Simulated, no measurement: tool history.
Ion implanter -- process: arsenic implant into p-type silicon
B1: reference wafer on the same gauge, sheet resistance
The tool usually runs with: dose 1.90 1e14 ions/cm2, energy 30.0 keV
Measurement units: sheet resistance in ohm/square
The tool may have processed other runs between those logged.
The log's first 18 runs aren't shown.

Run 19, day 48.300: usual settings but dose 2.40 1e14 ions/cm2, energy 34.5 keV; B1 331.85. Result: sheet resistance 337.35 ohm/square.
Run 20, day 51.038: usual settings; B1 331.49. Result: sheet resistance 408.50 ohm/square.
Run 21, day 52.833: usual settings but dose 1.35 1e14 ions/cm2, energy 34.5 keV; B1 331.79. Result: sheet resistance 513.16 ohm/square.
Run 22, day 56.604: usual settings but energy 23.0 keV; B1 332.10. Result: sheet resistance 428.19 ohm/square.
Run 23, day 58.946: usual settings but dose 1.50 1e14 ions/cm2, energy 39.5 keV; B1 332.02. Result: sheet resistance 465.35 ohm/square.
Run 24, day 61.125: usual settings; B1 332.12. Result: sheet resistance 410.64 ohm/square.
Run 25, day 64.275: usual settings but dose 1.53 1e14 ions/cm2; B1 331.93. Result: sheet resistance 481.17 ohm/square.
Run 26, day 66.350: usual settings but dose 1.64 1e14 ions/cm2, energy 38.5 keV; B1 331.97. Result: sheet resistance 440.39 ohm/square.
Run 27, day 69.283: usual settings but dose 1.74 1e14 ions/cm2, energy 24.5 keV; B1 331.87. Result: sheet resistance 452.39 ohm/square.
Run 28, day 72.112: usual settings but dose 1.43 1e14 ions/cm2, energy 38.0 keV; B1 332.10. Result: sheet resistance 482.66 ohm/square.
Run 29, day 73.762: usual settings; B1 332.04. Result: sheet resistance 411.95 ohm/square.
Run 30, day 76.771: usual settings; B1 331.80. Result: sheet resistance 413.94 ohm/square.
Run 31, day 80.317: usual settings but dose 1.42 1e14 ions/cm2, energy 40.5 keV; B1 331.68. Result: sheet resistance 482.17 ohm/square.
Run 32, day 84.192: usual settings; B1 332.24. Result: sheet resistance 412.74 ohm/square.
At day 85.521: Faraday cup replaced and dose calibrated.
Run 33, day 86.117: usual settings but dose 2.08 1e14 ions/cm2, energy 25.0 keV; B1 331.94. Result: sheet resistance 395.85 ohm/square.
Run 34, day 96.808: usual settings; B1 332.15. Result: sheet resistance 411.94 ohm/square.
Run 35, day 101.275: usual settings but dose 1.38 1e14 ions/cm2, energy 34.5 keV; B1 331.92. Result: sheet resistance 504.37 ohm/square.
Run 36, day 105.188: usual settings but energy 38.5 keV; B1 331.97. Result: sheet resistance 394.69 ohm/square.
Run 37, day 115.858: usual settings but dose 1.70 1e14 ions/cm2; B1 332.10. Result: sheet resistance 445.51 ohm/square.

Predict each of these 4 candidate next runs independently; none follows another, all start after run 37:
Run A, day 115.875: usual settings but energy 22.5 keV; B1 ?. Result: sheet resistance ?.
Run B, day 115.875: usual settings but dose 1.48 1e14 ions/cm2, energy 34.0 keV; B1 ?. Result: sheet resistance ?.
Run C, day 115.875: usual settings but dose 2.20 1e14 ions/cm2, energy 34.0 keV; B1 ?. Result: sheet resistance ?.
Run D, day 115.875: usual settings but dose 2.22 1e14 ions/cm2, energy 27.5 keV; B1 ?. Result: sheet resistance ?.

run      B1  sheet resistance
  A  331.55            428.52
  B  331.55            481.08
  C  331.55            361.82
  D  331.55            370.92
Take away the tool's hidden state, keep each run's random variation, and the runs would have read:
run  sheet resistance
  A            428.52
  B            481.08
  C            361.82
  D            370.92

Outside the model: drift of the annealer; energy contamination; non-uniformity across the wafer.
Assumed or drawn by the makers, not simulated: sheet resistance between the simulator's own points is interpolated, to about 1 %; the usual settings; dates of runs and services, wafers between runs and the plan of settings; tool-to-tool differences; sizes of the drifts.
